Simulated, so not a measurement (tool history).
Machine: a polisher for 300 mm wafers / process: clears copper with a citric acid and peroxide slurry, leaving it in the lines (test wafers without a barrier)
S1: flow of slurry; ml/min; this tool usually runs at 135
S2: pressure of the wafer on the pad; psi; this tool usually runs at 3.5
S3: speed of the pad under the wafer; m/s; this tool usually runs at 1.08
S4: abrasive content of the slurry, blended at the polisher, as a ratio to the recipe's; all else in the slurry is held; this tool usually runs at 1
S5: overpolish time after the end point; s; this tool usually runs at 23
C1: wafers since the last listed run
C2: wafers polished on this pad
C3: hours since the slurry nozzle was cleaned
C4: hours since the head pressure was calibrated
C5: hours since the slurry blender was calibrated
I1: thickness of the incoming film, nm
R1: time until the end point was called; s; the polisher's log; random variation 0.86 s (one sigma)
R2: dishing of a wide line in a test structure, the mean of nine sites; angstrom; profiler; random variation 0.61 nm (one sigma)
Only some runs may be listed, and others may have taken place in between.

run 1 hour=0 | S1=135 S2=3.5 S3=1.26 S4=1 S5=23 | C1=0 C2=784 C3=128.1 C4=897.9 C5=252.2 | I1=272.2 | R1=98.6 R2=426
run 2 hour=12.5 | S1=135 S2=3.5 S3=1.26 S4=1 S5=23 | C1=108 C2=892 C3=140.6 C4=910.4 C5=264.7 | I1=272.6 | R1=99.7 R2=430
-- hour=20 worn pad replaced by a new one
run 3 hour=25.9 | S1=135 S2=4.3 S3=1.08 S4=1 S5=23 | C1=81 C2=50 C3=154 C4=923.8 C5=278.1 | I1=269.4 | R1=93.6 R2=445
run 4 hour=41.6 | S1=135 S2=4.3 S3=1.08 S4=1 S5=23 | C1=135 C2=186 C3=169.7 C4=939.5 C5=293.8 | I1=268.5 | R1=92.8 R2=449
-- hour=50 head pressure recalibrated
run 5 hour=57.7 | S1=135 S2=4.3 S3=1.08 S4=1 S5=23 | C1=121 C2=308 C3=185.8 C4=7.7 C5=309.9 | I1=271 | R1=84.5 R2=497
run 6 hour=65.5 | S1=145 S2=3.5 S3=1.08 S4=1 S5=23 | C1=67 C2=375 C3=193.6 C4=15.5 C5=317.7 | I1=268.4 | R1=100.5 R2=418
run 7 hour=76.5 | S1=135 S2=3.5 S3=1.08 S4=1 S5=23 | C1=95 C2=470 C3=204.6 C4=26.5 C5=328.7 | I1=272.8 | R1=103.5 R2=417
run 8 hour=83.4 | S1=135 S2=2.7 S3=1.08 S4=1.25 S5=23 | C1=59 C2=530 C3=211.5 C4=33.4 C5=335.6 | I1=267.5 | R1=127.5 R2=338
run 9 hour=98.9 | S1=135 S2=3.5 S3=0.86 S4=1 S5=35 | C1=133 C2=664 C3=227 C4=48.9 C5=351.1 | I1=273.3 | R1=130 R2=488
-- hour=118 worn pad replaced by a new one
run 10 hour=118.5 | S1=135 S2=3.5 S3=1.4 S4=1 S5=23 | C1=134 C2=4 C3=246.6 C4=68.5 C5=370.7 | I1=270.3 | R1=79.7 R2=501
-- hour=124.3 slurry nozzle cleaned
-- hour=124.6 slurry blender recalibrated
run 11 hour=127.8 | S1=160 S2=3.5 S3=1.08 S4=1 S5=23 | C1=68 C2=73 C3=3.5 C4=77.8 C5=3.2 | I1=266.1 | R1=99.5 R2=421
run 12 hour=139.5 | S1=135 S2=3.5 S3=1.08 S4=1 S5=32 | C1=101 C2=174 C3=15.2 C4=89.5 C5=14.9 | I1=272.2 | R1=103.9 R2=560
run 13 hour=157.3 | S1=170 S2=4.3 S3=1.08 S4=1.1 S5=23 | C1=153 C2=328 C3=33 C4=107.3 C5=32.7 | I1=270.2 | R1=80.6 R2=515
run 14 hour=171.7 | S1=135 S2=3.5 S3=1.08 S4=0.9 S5=23 | C1=124 C2=452 C3=47.4 C4=121.7 C5=47.1 | I1=273.5 | R1=107.5 R2=413
run 15 hour=184.1 | S1=115 S2=3.5 S3=1.08 S4=1 S5=29 | C1=107 C2=559 C3=59.8 C4=134.1 C5=59.5 | I1=270 | R1=104.7 R2=497
run 16 hour=190.6 | S1=135 S2=3.5 S3=1.08 S4=1 S5=23 | C1=56 C2=615 C3=66.3 C4=140.6 C5=66 | I1=270.7 | R1=102.1 R2=418
run 17 hour=197.4 | S1=135 S2=3.5 S3=1.08 S4=1 S5=23 | C1=58 C2=674 C3=73.1 C4=147.4 C5=72.8 | I1=272.3 | R1=105.3 R2=406
run 18 hour=207.5 | S1=135 S2=3.5 S3=1.08 S4=1 S5=31 | C1=87 C2=762 C3=83.2 C4=157.5 C5=82.9 | I1=266.1 | R1=102.3 R2=533
run 19 hour=217.6 | S1=135 S2=3.5 S3=1.32 S4=1.2 S5=11 | C1=87 C2=849 C3=93.3 C4=167.6 C5=93 | I1=271.2 | R1=84.1 R2=261
-- hour=235.1 worn pad replaced by a new one
run 20 hour=235.6 | S1=100 S2=3.5 S3=1.08 S4=1 S5=23 | C1=121 C2=4 C3=111.3 C4=185.6 C5=111 | I1=270.5 | R1=108.8 R2=406

Expected results for the next run?
run 21 hour=247.8 | S1=115 S2=3.5 S3=1.08 S4=1 S5=23 | C1=105 C2=110 C3=123.5 C4=197.8 C5=123.2 | I1=270.2 | R1=? R2=?

Logged for run 21: R1 106.7 s, R2 414 angstrom.
If the tool had no hidden condition, the same run with the same run-to-run variation would have returned R1 104.4 s, R2 422 angstrom.

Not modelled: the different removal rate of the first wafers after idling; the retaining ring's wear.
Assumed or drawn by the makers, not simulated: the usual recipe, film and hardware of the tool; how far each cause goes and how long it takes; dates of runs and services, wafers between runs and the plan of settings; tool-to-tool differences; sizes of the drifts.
